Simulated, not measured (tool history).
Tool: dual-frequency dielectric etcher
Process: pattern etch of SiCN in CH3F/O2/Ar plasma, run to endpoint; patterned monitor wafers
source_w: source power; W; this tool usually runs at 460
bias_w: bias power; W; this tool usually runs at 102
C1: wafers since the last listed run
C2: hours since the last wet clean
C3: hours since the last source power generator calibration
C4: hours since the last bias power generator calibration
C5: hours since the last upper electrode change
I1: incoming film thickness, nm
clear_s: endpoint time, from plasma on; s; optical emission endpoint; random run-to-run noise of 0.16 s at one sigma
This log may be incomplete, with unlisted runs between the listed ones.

Run 1, hour 0: usual settings; C1 0; C2 69.4; C3 3483.9; C4 3940.5; C5 1403.6; I1 10.21. Result: clear_s 21.5 s.
Run 2, hour 58.7: usual settings; C1 1075; C2 128.1; C3 3542.6; C4 3999.2; C5 1462.3; I1 10.17. Result: clear_s 21.9 s.
Run 3, hour 115.7: usual settings but source_w 500 W; C1 1044; C2 185.1; C3 3599.6; C4 4056.2; C5 1519.3; I1 10.18. Result: clear_s 20.8 s.
Run 4, hour 245.6: usual settings; C1 2380; C2 315; C3 3729.5; C4 4186.1; C5 1649.2; I1 10.23. Result: clear_s 21.8 s.
At hour 297.8: wet clean of the chamber.
Run 5, hour 298.3: usual settings; C1 525; C2 0.5; C3 3782.2; C4 4238.8; C5 1701.9; I1 10.21. Result: clear_s 21.8 s.
Run 6, hour 381: usual settings; C1 1515; C2 83.2; C3 3864.9; C4 4321.5; C5 1784.6; I1 10.21. Result: clear_s 21.8 s.
Run 7, hour 427.4: usual settings but source_w 480 W, bias_w 112 W; C1 850; C2 129.6; C3 3911.3; C4 4367.9; C5 1831; I1 10.16. Result: clear_s 20 s.
Run 8, hour 496.1: usual settings but bias_w 110 W; C1 1259; C2 198.3; C3 3980; C4 4436.6; C5 1899.7; I1 10.24. Result: clear_s 21.4 s.
At hour 523.5: bias power generator calibrated.
At hour 595.1: source power generator calibrated.
At hour 646.3: wet clean of the chamber.
Run 9, hour 646.8: usual settings but source_w 420 W; C1 2175; C2 0.5; C3 51.7; C4 123.3; C5 2050.4; I1 10.22. Result: clear_s 22.8 s.
Run 10, hour 701.2: usual settings but bias_w 93 W; C1 996; C2 54.9; C3 106.1; C4 177.7; C5 2104.8; I1 10.19. Result: clear_s 22.5 s.
At hour 760.1: upper electrode replaced.
Run 11, hour 760.6: usual settings but source_w 400 W, bias_w 126 W; C1 648; C2 114.3; C3 165.5; C4 237.1; C5 0.5; I1 10.22. Result: clear_s 21.2 s.
Run 12, hour 762.2: usual settings but source_w 510 W, bias_w 85 W; C1 29; C2 115.9; C3 167.1; C4 238.7; C5 2.1; I1 10.15. Result: clear_s 22.1 s.
Run 13, hour 820.2: usual settings; C1 1062; C2 173.9; C3 225.1; C4 296.7; C5 60.1; I1 10.31. Result: clear_s 21.9 s.
Run 14, hour 884.6: usual settings but source_w 340 W, bias_w 82 W; C1 1180; C2 238.3; C3 289.5; C4 361.1; C5 124.5; I1 10.12. Result: clear_s 27 s.
Run 15, hour 952.9: usual settings but source_w 380 W, bias_w 117 W; C1 1251; C2 306.6; C3 357.8; C4 429.4; C5 192.8; I1 10.23. Result: clear_s 22.5 s.
Run 16, hour 984: usual settings; C1 569; C2 337.7; C3 388.9; C4 460.5; C5 223.9; I1 10.19. Result: clear_s 21.8 s.

Predict each of these 4 candidate next runs independently; none follows another, all start after run 16:
Run A, hour 984.4: usual settings but bias_w 115 W; C1 7; C2 338.1; C3 389.3; C4 460.9; C5 224.3; I1 10.19. Result: clear_s ?.
Run B, hour 984.4: usual settings but source_w 390 W, bias_w 95 W; C1 7; C2 338.1; C3 389.3; C4 460.9; C5 224.3; I1 10.19. Result: clear_s ?.
Run C, hour 984.4: usual settings but source_w 490 W, bias_w 86 W; C1 7; C2 338.1; C3 389.3; C4 460.9; C5 224.3; I1 10.19. Result: clear_s ?.
Run D, hour 984.4: usual settings but source_w 340 W; C1 7; C2 338.1; C3 389.3; C4 460.9; C5 224.3; I1 10.19. Result: clear_s ?.

run  clear_s
  A     20.8
  B     24.3
  C     22.8
  D     25.2
Without the tool's unlogged condition, the same runs would have read:
run  clear_s
  A     20.8
  B     24.3
  C     22.8
  D     25.2
